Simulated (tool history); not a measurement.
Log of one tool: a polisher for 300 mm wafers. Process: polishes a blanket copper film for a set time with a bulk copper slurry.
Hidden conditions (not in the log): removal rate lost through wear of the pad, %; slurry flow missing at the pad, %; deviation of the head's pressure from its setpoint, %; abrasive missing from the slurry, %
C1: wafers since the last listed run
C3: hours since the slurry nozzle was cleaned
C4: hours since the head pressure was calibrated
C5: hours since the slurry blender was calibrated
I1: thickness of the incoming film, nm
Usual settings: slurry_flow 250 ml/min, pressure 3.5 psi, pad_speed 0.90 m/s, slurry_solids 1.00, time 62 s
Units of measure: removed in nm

run 1 hour=0.0 | slurry_flow=295 pressure=3.5 pad_speed=0.90 slurry_solids=1.00 time=62 | C1=0 wafers_polished_on_this_pad=340 C3=278.5 C4=4.4 C5=172.9 | I1=4169.1 | removed=561.1
run 2 hour=65.5 | slurry_flow=295 pressure=3.5 pad_speed=0.90 slurry_solids=1.00 time=62 | C1=442 wafers_polished_on_this_pad=782 C3=344.0 C4=69.9 C5=238.4 | I1=4310.3 | removed=551.5
run 3 hour=93.7 | slurry_flow=295 pressure=3.5 pad_speed=0.90 slurry_solids=1.00 time=62 | C1=190 wafers_polished_on_this_pad=973 C3=372.2 C4=98.1 C5=266.6 | I1=4258.7 | removed=539.6
-- hour=113.3 slurry blender recalibrated
run 4 hour=128.5 | slurry_flow=250 pressure=3.5 pad_speed=0.90 slurry_solids=0.85 time=62 | C1=221 wafers_polished_on_this_pad=1195 C3=407.0 C4=132.9 C5=15.2 | I1=4189.7 | removed=516.5
-- hour=158.7 worn pad replaced by a new one
run 5 hour=186.9 | slurry_flow=250 pressure=3.5 pad_speed=0.90 slurry_solids=0.85 time=62 | C1=367 wafers_polished_on_this_pad=190 C3=465.4 C4=191.3 C5=73.6 | I1=4247.5 | removed=549.1
run 6 hour=238.7 | slurry_flow=250 pressure=3.5 pad_speed=0.90 slurry_solids=0.85 time=62 | C1=350 wafers_polished_on_this_pad=540 C3=517.2 C4=243.1 C5=125.4 | I1=4209.9 | removed=532.0
run 7 hour=280.6 | slurry_flow=250 pressure=3.5 pad_speed=0.90 slurry_solids=1.00 time=62 | C1=283 wafers_polished_on_this_pad=824 C3=559.1 C4=285.0 C5=167.3 | I1=4257.5 | removed=532.7
-- hour=356.7 head pressure recalibrated
-- hour=382.6 worn pad replaced by a new one
run 8 hour=383.1 | slurry_flow=250 pressure=3.5 pad_speed=0.90 slurry_solids=1.00 time=77 | C1=652 wafers_polished_on_this_pad=3 C3=661.6 C4=26.4 C5=269.8 | I1=4212.7 | removed=674.1
run 9 hour=408.9 | slurry_flow=195 pressure=3.5 pad_speed=0.90 slurry_solids=1.10 time=62 | C1=174 wafers_polished_on_this_pad=177 C3=687.4 C4=52.2 C5=295.6 | I1=4274.4 | removed=534.7
-- hour=412.7 slurry blender recalibrated
run 10 hour=471.0 | slurry_flow=250 pressure=3.5 pad_speed=0.90 slurry_solids=1.00 time=62 | C1=406 wafers_polished_on_this_pad=584 C3=749.5 C4=114.3 C5=58.3 | I1=4213.8 | removed=535.0
run 11 hour=519.4 | slurry_flow=250 pressure=3.5 pad_speed=0.90 slurry_solids=1.00 time=62 | C1=327 wafers_polished_on_this_pad=911 C3=797.9 C4=162.7 C5=106.7 | I1=4239.5 | removed=532.9
-- hour=570.4 slurry nozzle cleaned
run 12 hour=572.7 | slurry_flow=250 pressure=3.5 pad_speed=0.90 slurry_solids=1.25 time=62 | C1=353 wafers_polished_on_this_pad=1264 C3=2.3 C4=216.0 C5=160.0 | I1=4210.5 | removed=539.2
-- hour=585.1 worn pad replaced by a new one
run 13 hour=597.1 | slurry_flow=175 pressure=3.5 pad_speed=1.00 slurry_solids=1.00 time=62 | C1=137 wafers_polished_on_this_pad=80 C3=26.7 C4=240.4 C5=184.4 | I1=4240.8 | removed=591.2
run 14 hour=642.5 | slurry_flow=250 pressure=3.5 pad_speed=0.74 slurry_solids=1.00 time=52 | C1=306 wafers_polished_on_this_pad=387 C3=72.1 C4=285.8 C5=229.8 | I1=4193.6 | removed=381.3
-- hour=681.0 slurry blender recalibrated
run 15 hour=696.0 | slurry_flow=250 pressure=3.5 pad_speed=0.90 slurry_solids=1.00 time=62 | C1=348 wafers_polished_on_this_pad=736 C3=125.6 C4=339.3 C5=15.0 | I1=4184.3 | removed=545.9
run 16 hour=741.4 | slurry_flow=250 pressure=3.5 pad_speed=0.90 slurry_solids=1.00 time=62 | C1=306 wafers_polished_on_this_pad=1043 C3=171.0 C4=384.7 C5=60.4 | I1=4219.3 | removed=526.5
-- hour=752.8 head pressure recalibrated
run 17 hour=789.5 | slurry_flow=195 pressure=3.5 pad_speed=0.90 slurry_solids=1.10 time=62 | C1=311 wafers_polished_on_this_pad=1354 C3=219.1 C4=36.7 C5=108.5 | I1=4292.5 | removed=512.0
-- hour=803.6 worn pad replaced by a new one
run 18 hour=842.7 | slurry_flow=330 pressure=4.3 pad_speed=1.06 slurry_solids=1.10 time=62 | C1=332 wafers_polished_on_this_pad=264 C3=272.3 C4=89.9 C5=161.7 | I1=4226.7 | removed=768.6
run 19 hour=895.9 | slurry_flow=250 pressure=4.0 pad_speed=1.08 slurry_solids=0.75 time=62 | C1=359 wafers_polished_on_this_pad=623 C3=325.5 C4=143.1 C5=214.9 | I1=4214.2 | removed=681.8
run 20 hour=931.8 | slurry_flow=275 pressure=3.5 pad_speed=0.90 slurry_solids=1.00 time=62 | C1=242 wafers_polished_on_this_pad=866 C3=361.4 C4=179.0 C5=250.8 | I1=4254.1 | removed=532.4
-- hour=995.0 worn pad replaced by a new one
-- hour=997.7 slurry blender recalibrated
run 21 hour=998.3 | slurry_flow=335 pressure=2.7 pad_speed=0.90 slurry_solids=1.00 time=62 | C1=409 wafers_polished_on_this_pad=8 C3=427.9 C4=245.5 C5=0.6 | I1=4203.0 | removed=493.6
run 22 hour=1026.8 | slurry_flow=250 pressure=3.5 pad_speed=0.90 slurry_solids=1.00 time=62 | C1=192 wafers_polished_on_this_pad=201 C3=456.4 C4=274.0 C5=29.1 | I1=4216.2 | removed=547.9
run 23 hour=1111.7 | slurry_flow=320 pressure=3.5 pad_speed=0.90 slurry_solids=1.00 time=72 | C1=574 wafers_polished_on_this_pad=775 C3=541.3 C4=358.9 C5=114.0 | I1=4222.3 | removed=640.6

Difference, measured minus no-hidden-state, one row per run. Run-to-run variation is common to both terms; the gauge's own scatter need not be:
run=1 removed=-4.4
run=2 removed=-14.2
run=3 removed=-20.5
run=4 removed=-29.6
run=5 removed=-5.0
run=6 removed=-9.6
run=7 removed=-17.0
run=8 removed=-6.5
run=9 removed=-5.7
run=10 removed=-11.9
run=11 removed=-21.4
run=12 removed=-37.9
run=13 removed=-2.5
run=14 removed=-3.6
run=15 removed=-12.9
run=16 removed=-23.0
run=17 removed=-38.0
run=18 removed=-10.2
run=19 removed=-16.8
run=20 removed=-20.1
run=21 removed=-3.0
run=22 removed=-4.2
run=23 removed=-17.9

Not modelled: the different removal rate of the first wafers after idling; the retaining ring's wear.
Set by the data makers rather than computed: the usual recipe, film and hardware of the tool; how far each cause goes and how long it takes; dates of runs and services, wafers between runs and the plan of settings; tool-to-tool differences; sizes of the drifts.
